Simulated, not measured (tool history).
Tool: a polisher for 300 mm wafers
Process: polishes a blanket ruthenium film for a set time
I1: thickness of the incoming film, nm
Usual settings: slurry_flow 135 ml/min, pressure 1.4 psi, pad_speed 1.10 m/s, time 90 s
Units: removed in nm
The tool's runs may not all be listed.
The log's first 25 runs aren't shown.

{"run": 26, "hour": 564.0, "slurry_flow": 95, "pressure": 1.4, "pad_speed": 1.1, "time": 106, "I1": 438.7, "removed": 87.5}
{"hour": 568.5, "done": "worn pad replaced by a new one"}
{"hour": 588.2, "done": "head pressure recalibrated"}
{"run": 27, "hour": 594.3, "slurry_flow": 135, "pressure": 1.4, "pad_speed": 1.1, "time": 90, "I1": 428.8, "removed": 76.5}
{"run": 28, "hour": 627.8, "slurry_flow": 175, "pressure": 1.4, "pad_speed": 1.1, "time": 102, "I1": 429.4, "removed": 93.2}
{"run": 29, "hour": 645.2, "slurry_flow": 135, "pressure": 1.4, "pad_speed": 1.44, "time": 90, "I1": 430.4, "removed": 103.4}
{"run": 30, "hour": 664.2, "slurry_flow": 135, "pressure": 1.4, "pad_speed": 1.1, "time": 72, "I1": 422.1, "removed": 62.4}
{"run": 31, "hour": 692.4, "slurry_flow": 135, "pressure": 1.0, "pad_speed": 0.78, "time": 90, "I1": 429.7, "removed": 39.1}
{"run": 32, "hour": 708.1, "slurry_flow": 135, "pressure": 1.4, "pad_speed": 1.1, "time": 90, "I1": 428.7, "removed": 80.7}
{"hour": 718.3, "done": "worn pad replaced by a new one"}
{"run": 33, "hour": 723.9, "slurry_flow": 135, "pressure": 1.4, "pad_speed": 1.1, "time": 90, "I1": 434.0, "removed": 80.1}
{"run": 34, "hour": 738.3, "slurry_flow": 135, "pressure": 1.4, "pad_speed": 0.78, "time": 98, "I1": 430.7, "removed": 62.5}
{"run": 35, "hour": 766.3, "slurry_flow": 115, "pressure": 1.5, "pad_speed": 1.1, "time": 66, "I1": 420.9, "removed": 60.2}
{"run": 36, "hour": 798.9, "slurry_flow": 120, "pressure": 1.4, "pad_speed": 1.1, "time": 90, "I1": 426.9, "removed": 80.0}
{"run": 37, "hour": 818.1, "slurry_flow": 135, "pressure": 1.4, "pad_speed": 0.98, "time": 90, "I1": 430.5, "removed": 73.8}
{"run": 38, "hour": 844.3, "slurry_flow": 135, "pressure": 1.4, "pad_speed": 1.1, "time": 90, "I1": 426.0, "removed": 79.7}

3 ways to go on from here, each from the tool as it stands after run 38. What would each give?
{"run": "A", "hour": 844.8, "slurry_flow": 135, "pressure": 1.7, "pad_speed": 1.1, "time": 90, "I1": 428.0, "removed": "?"}
{"run": "B", "hour": 844.8, "slurry_flow": 165, "pressure": 1.4, "pad_speed": 1.0, "time": 68, "I1": 428.0, "removed": "?"}
{"run": "C", "hour": 844.8, "slurry_flow": 160, "pressure": 1.9, "pad_speed": 0.76, "time": 121, "I1": 428.0, "removed": "?"}

run=A removed=100.1
run=B removed=58.8
run=C removed=107.4
Without the tool's hidden state the same runs would have given:
run=A removed=93.7
run=B removed=55.0
run=C removed=100.5

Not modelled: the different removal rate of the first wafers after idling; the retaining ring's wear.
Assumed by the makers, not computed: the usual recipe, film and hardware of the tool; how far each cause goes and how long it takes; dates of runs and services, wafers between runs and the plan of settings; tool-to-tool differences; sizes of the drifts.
